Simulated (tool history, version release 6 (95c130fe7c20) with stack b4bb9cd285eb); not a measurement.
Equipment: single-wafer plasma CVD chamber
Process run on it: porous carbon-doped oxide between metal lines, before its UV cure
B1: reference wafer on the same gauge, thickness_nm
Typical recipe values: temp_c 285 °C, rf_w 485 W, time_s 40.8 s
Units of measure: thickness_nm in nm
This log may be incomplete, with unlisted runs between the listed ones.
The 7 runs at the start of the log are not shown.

At hour 119.3: gauge calibrated.
Run 8, hour 132.1: usual settings; B1 201.857. Result: thickness_nm 228.043 nm.
Run 9, hour 147.5: usual settings; B1 202.005. Result: thickness_nm 226.872 nm.
Run 10, hour 155.8: usual settings; B1 202.238. Result: thickness_nm 227.298 nm.
Run 11, hour 172.8: usual settings; B1 201.975. Result: thickness_nm 227.466 nm.
At hour 220.5: RF generator calibrated.
Run 12, hour 221.0: usual settings; B1 201.950. Result: thickness_nm 240.372 nm.
Run 13, hour 221.3: usual settings; B1 202.059. Result: thickness_nm 240.572 nm.
Run 14, hour 237.7: usual settings but time_s 32.9 s; B1 201.795. Result: thickness_nm 194.637 nm.
Run 15, hour 251.4: usual settings; B1 202.202. Result: thickness_nm 239.398 nm.
Run 16, hour 259.5: usual settings but temp_c 277 °C, rf_w 560 W, time_s 44.1 s; B1 202.021. Result: thickness_nm 300.293 nm.
Run 17, hour 269.0: usual settings; B1 201.875. Result: thickness_nm 240.689 nm.
Run 18, hour 284.3: usual settings but temp_c 292 °C; B1 201.893. Result: thickness_nm 227.502 nm.
At hour 303.6: thermocouple changed; heater temperature recalibrated.
Run 19, hour 304.1: usual settings but temp_c 299 °C, rf_w 520 W; B1 202.350. Result: thickness_nm 227.428 nm.
Run 20, hour 313.6: usual settings but temp_c 297 °C, rf_w 395 W, time_s 32.8 s; B1 201.822. Result: thickness_nm 153.005 nm.
Run 21, hour 328.0: usual settings; B1 201.857. Result: thickness_nm 239.728 nm.
Run 22, hour 344.3: usual settings but temp_c 274 °C, rf_w 395 W, time_s 35.8 s; B1 201.913. Result: thickness_nm 194.977 nm.

Forecast run 23:
Run 23, hour 354.7: usual settings; B1 ?. Result: thickness_nm ?.

Run 23 yielded B1 201.911, thickness_nm 239.824 nm.
With the hidden condition absent and the run-to-run variation left alone, this run would have shown thickness_nm 242.613 nm.

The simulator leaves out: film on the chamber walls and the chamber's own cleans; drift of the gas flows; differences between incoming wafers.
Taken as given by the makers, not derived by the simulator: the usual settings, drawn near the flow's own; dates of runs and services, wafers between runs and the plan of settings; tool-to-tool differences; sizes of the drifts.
